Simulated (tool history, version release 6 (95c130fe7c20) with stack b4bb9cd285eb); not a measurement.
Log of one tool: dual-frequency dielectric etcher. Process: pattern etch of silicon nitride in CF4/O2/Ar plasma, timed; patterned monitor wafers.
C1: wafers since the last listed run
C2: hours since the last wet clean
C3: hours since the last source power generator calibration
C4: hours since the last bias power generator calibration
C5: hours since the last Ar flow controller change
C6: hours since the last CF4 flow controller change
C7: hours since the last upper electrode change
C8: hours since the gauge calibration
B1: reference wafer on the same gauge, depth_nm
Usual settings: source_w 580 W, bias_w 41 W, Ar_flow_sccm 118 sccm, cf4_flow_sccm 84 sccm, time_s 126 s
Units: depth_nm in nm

{"run": 1, "hour": 0.0, "source_w": 580, "bias_w": 41, "Ar_flow_sccm": 118, "cf4_flow_sccm": 84, "time_s": 126, "C1": 0, "C2": 293, "C3": 4.7, "C4": 4506.1, "C5": 538.7, "C6": 5186.6, "C7": 2379.3, "C8": 604.1, "B1": 207.7, "depth_nm": 238.1}
{"run": 2, "hour": 90.6, "source_w": 580, "bias_w": 41, "Ar_flow_sccm": 118, "cf4_flow_sccm": 84, "time_s": 126, "C1": 492, "C2": 383.6, "C3": 95.3, "C4": 4596.7, "C5": 629.3, "C6": 5277.2, "C7": 2469.9, "C8": 694.7, "B1": 207.8, "depth_nm": 240.8}
{"hour": 158.6, "done": "CF4 flow controller replaced"}
{"run": 3, "hour": 163.9, "source_w": 580, "bias_w": 41, "Ar_flow_sccm": 118, "cf4_flow_sccm": 84, "time_s": 126, "C1": 366, "C2": 456.9, "C3": 168.6, "C4": 4670, "C5": 702.6, "C6": 5.3, "C7": 2543.2, "C8": 768, "B1": 208.1, "depth_nm": 237.7}
{"run": 4, "hour": 204.3, "source_w": 580, "bias_w": 46, "Ar_flow_sccm": 138, "cf4_flow_sccm": 84, "time_s": 126, "C1": 219, "C2": 497.3, "C3": 209, "C4": 4710.4, "C5": 743, "C6": 45.7, "C7": 2583.6, "C8": 808.4, "B1": 207.8, "depth_nm": 242.9}
{"run": 5, "hour": 256.4, "source_w": 480, "bias_w": 41, "Ar_flow_sccm": 136, "cf4_flow_sccm": 64, "time_s": 126, "C1": 283, "C2": 549.4, "C3": 261.1, "C4": 4762.5, "C5": 795.1, "C6": 97.8, "C7": 2635.7, "C8": 860.5, "B1": 207.7, "depth_nm": 182}
{"hour": 294.3, "done": "wet clean of the chamber"}
{"run": 6, "hour": 348.8, "source_w": 580, "bias_w": 41, "Ar_flow_sccm": 118, "cf4_flow_sccm": 84, "time_s": 126, "C1": 372, "C2": 54.5, "C3": 353.5, "C4": 4854.9, "C5": 887.5, "C6": 190.2, "C7": 2728.1, "C8": 952.9, "B1": 207.9, "depth_nm": 232.2}
{"run": 7, "hour": 447.4, "source_w": 640, "bias_w": 45, "Ar_flow_sccm": 138, "cf4_flow_sccm": 96, "time_s": 126, "C1": 536, "C2": 153.1, "C3": 452.1, "C4": 4953.5, "C5": 986.1, "C6": 288.8, "C7": 2826.7, "C8": 1051.5, "B1": 208, "depth_nm": 264.4}
{"run": 8, "hour": 500.2, "source_w": 580, "bias_w": 41, "Ar_flow_sccm": 118, "cf4_flow_sccm": 84, "time_s": 151, "C1": 287, "C2": 205.9, "C3": 504.9, "C4": 5006.3, "C5": 1038.9, "C6": 341.6, "C7": 2879.5, "C8": 1104.3, "B1": 208.2, "depth_nm": 285.1}
{"hour": 531.4, "done": "upper electrode replaced"}
{"run": 9, "hour": 563.6, "source_w": 580, "bias_w": 41, "Ar_flow_sccm": 118, "cf4_flow_sccm": 84, "time_s": 126, "C1": 214, "C2": 269.3, "C3": 568.3, "C4": 5069.7, "C5": 1102.3, "C6": 405, "C7": 32.2, "C8": 1167.7, "B1": 208, "depth_nm": 238.4}
{"run": 10, "hour": 634.0, "source_w": 580, "bias_w": 36, "Ar_flow_sccm": 141, "cf4_flow_sccm": 84, "time_s": 150, "C1": 383, "C2": 339.7, "C3": 638.7, "C4": 5140.1, "C5": 1172.7, "C6": 475.4, "C7": 102.6, "C8": 1238.1, "B1": 207.9, "depth_nm": 260.2}
{"run": 11, "hour": 690.4, "source_w": 580, "bias_w": 38, "Ar_flow_sccm": 118, "cf4_flow_sccm": 79, "time_s": 138.5, "C1": 306, "C2": 396.1, "C3": 695.1, "C4": 5196.5, "C5": 1229.1, "C6": 531.8, "C7": 159, "C8": 1294.5, "B1": 208.5, "depth_nm": 255.5}
{"hour": 890.0, "done": "wet clean of the chamber"}
{"hour": 908.1, "done": "bias power generator calibrated"}
{"run": 12, "hour": 927.6, "source_w": 580, "bias_w": 41, "Ar_flow_sccm": 118, "cf4_flow_sccm": 84, "time_s": 161, "C1": 1138, "C2": 37.6, "C3": 932.3, "C4": 19.5, "C5": 1466.3, "C6": 769, "C7": 396.2, "C8": 1531.7, "B1": 207.5, "depth_nm": 298.1}
{"run": 13, "hour": 976.7, "source_w": 580, "bias_w": 45, "Ar_flow_sccm": 118, "cf4_flow_sccm": 71, "time_s": 126, "C1": 267, "C2": 86.7, "C3": 981.4, "C4": 68.6, "C5": 1515.4, "C6": 818.1, "C7": 445.3, "C8": 1580.8, "B1": 208.3, "depth_nm": 236.1}
{"run": 14, "hour": 1027.1, "source_w": 670, "bias_w": 41, "Ar_flow_sccm": 96, "cf4_flow_sccm": 84, "time_s": 162, "C1": 274, "C2": 137.1, "C3": 1031.8, "C4": 119, "C5": 1565.8, "C6": 868.5, "C7": 495.7, "C8": 1631.2, "B1": 208, "depth_nm": 365.6}
{"run": 15, "hour": 1070.9, "source_w": 580, "bias_w": 41, "Ar_flow_sccm": 118, "cf4_flow_sccm": 84, "time_s": 126, "C1": 238, "C2": 180.9, "C3": 1075.6, "C4": 162.8, "C5": 1609.6, "C6": 912.3, "C7": 539.5, "C8": 1675, "B1": 207.8, "depth_nm": 234}
{"run": 16, "hour": 1202.4, "source_w": 700, "bias_w": 41, "Ar_flow_sccm": 126, "cf4_flow_sccm": 91, "time_s": 106.5, "C1": 715, "C2": 312.4, "C3": 1207.1, "C4": 294.3, "C5": 1741.1, "C6": 1043.8, "C7": 671, "C8": 1806.5, "B1": 208.1, "depth_nm": 243.6}
{"run": 17, "hour": 1249.8, "source_w": 510, "bias_w": 41, "Ar_flow_sccm": 95, "cf4_flow_sccm": 84, "time_s": 126, "C1": 257, "C2": 359.8, "C3": 1254.5, "C4": 341.7, "C5": 1788.5, "C6": 1091.2, "C7": 718.4, "C8": 1853.9, "B1": 207.8, "depth_nm": 216.3}

Forecast run 18:
{"run": 18, "hour": 1302.8, "source_w": 580, "bias_w": 41, "Ar_flow_sccm": 118, "cf4_flow_sccm": 84, "time_s": 126, "C1": 288, "C2": 412.8, "C3": 1307.5, "C4": 394.7, "C5": 1841.5, "C6": 1144.2, "C7": 771.4, "C8": 1906.9, "B1": "?", "depth_nm": "?"}

Run 18 gave B1 208, depth_nm 238.1 nm.
Without the tool's hidden state the same run would have given depth_nm 231.5 nm.
